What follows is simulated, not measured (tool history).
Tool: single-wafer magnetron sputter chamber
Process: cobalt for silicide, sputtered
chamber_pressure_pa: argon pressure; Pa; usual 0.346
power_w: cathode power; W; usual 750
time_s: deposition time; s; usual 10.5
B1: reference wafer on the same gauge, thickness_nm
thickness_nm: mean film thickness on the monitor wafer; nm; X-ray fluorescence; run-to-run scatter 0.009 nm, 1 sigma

run 1 hour=0.0 | chamber_pressure_pa=0.346 power_w=750 time_s=10.5 | B1=3.511 | thickness_nm=4.012
-- hour=78.8 sputter target and shields replaced
run 2 hour=90.6 | chamber_pressure_pa=0.346 power_w=750 time_s=10.5 | B1=3.510 | thickness_nm=4.017
-- hour=163.9 gauge calibrated
run 3 hour=219.1 | chamber_pressure_pa=0.346 power_w=750 time_s=10.5 | B1=3.510 | thickness_nm=4.014
run 4 hour=275.6 | chamber_pressure_pa=0.399 power_w=750 time_s=10.5 | B1=3.509 | thickness_nm=3.947
run 5 hour=321.6 | chamber_pressure_pa=0.399 power_w=750 time_s=10.5 | B1=3.511 | thickness_nm=3.961
-- hour=368.3 sputter target and shields replaced
run 6 hour=399.6 | chamber_pressure_pa=0.289 power_w=750 time_s=12.1 | B1=3.509 | thickness_nm=4.724
run 7 hour=453.1 | chamber_pressure_pa=0.346 power_w=750 time_s=10.5 | B1=3.510 | thickness_nm=4.016
run 8 hour=538.7 | chamber_pressure_pa=0.346 power_w=750 time_s=10.5 | B1=3.510 | thickness_nm=4.020
run 9 hour=636.8 | chamber_pressure_pa=0.346 power_w=750 time_s=10.5 | B1=3.510 | thickness_nm=4.041
-- hour=680.8 sputter target and shields replaced
-- hour=681.1 capacitance manometer re-zeroed and calibrated
run 10 hour=706.3 | chamber_pressure_pa=0.243 power_w=750 time_s=10.5 | B1=3.511 | thickness_nm=4.110
run 11 hour=795.2 | chamber_pressure_pa=0.289 power_w=900 time_s=8.8 | B1=3.511 | thickness_nm=4.014
run 12 hour=844.8 | chamber_pressure_pa=0.309 power_w=650 time_s=12.5 | B1=3.510 | thickness_nm=4.233
-- hour=891.0 magnet pack replaced
run 13 hour=934.3 | chamber_pressure_pa=0.297 power_w=950 time_s=12.0 | B1=3.508 | thickness_nm=5.749
-- hour=947.6 sputter target and shields replaced
run 14 hour=996.1 | chamber_pressure_pa=0.286 power_w=700 time_s=11.6 | B1=3.511 | thickness_nm=4.242
-- hour=1063.4 gauge calibrated
run 15 hour=1074.4 | chamber_pressure_pa=0.346 power_w=750 time_s=10.5 | B1=3.510 | thickness_nm=4.003
run 16 hour=1134.7 | chamber_pressure_pa=0.346 power_w=950 time_s=12.2 | B1=3.508 | thickness_nm=5.757
-- hour=1218.7 sputter target and shields replaced
run 17 hour=1242.7 | chamber_pressure_pa=0.291 power_w=750 time_s=9.7 | B1=3.509 | thickness_nm=3.768
run 18 hour=1336.7 | chamber_pressure_pa=0.346 power_w=600 time_s=10.5 | B1=3.510 | thickness_nm=3.295

Predict the results of run 19:
run 19 hour=1435.9 | chamber_pressure_pa=0.418 power_w=750 time_s=11.9 | B1=? | thickness_nm=?

Run 19 yielded B1 3.509, thickness_nm 4.452 nm.
Without the tool's hidden state the same run would have given thickness_nm 4.355 nm.
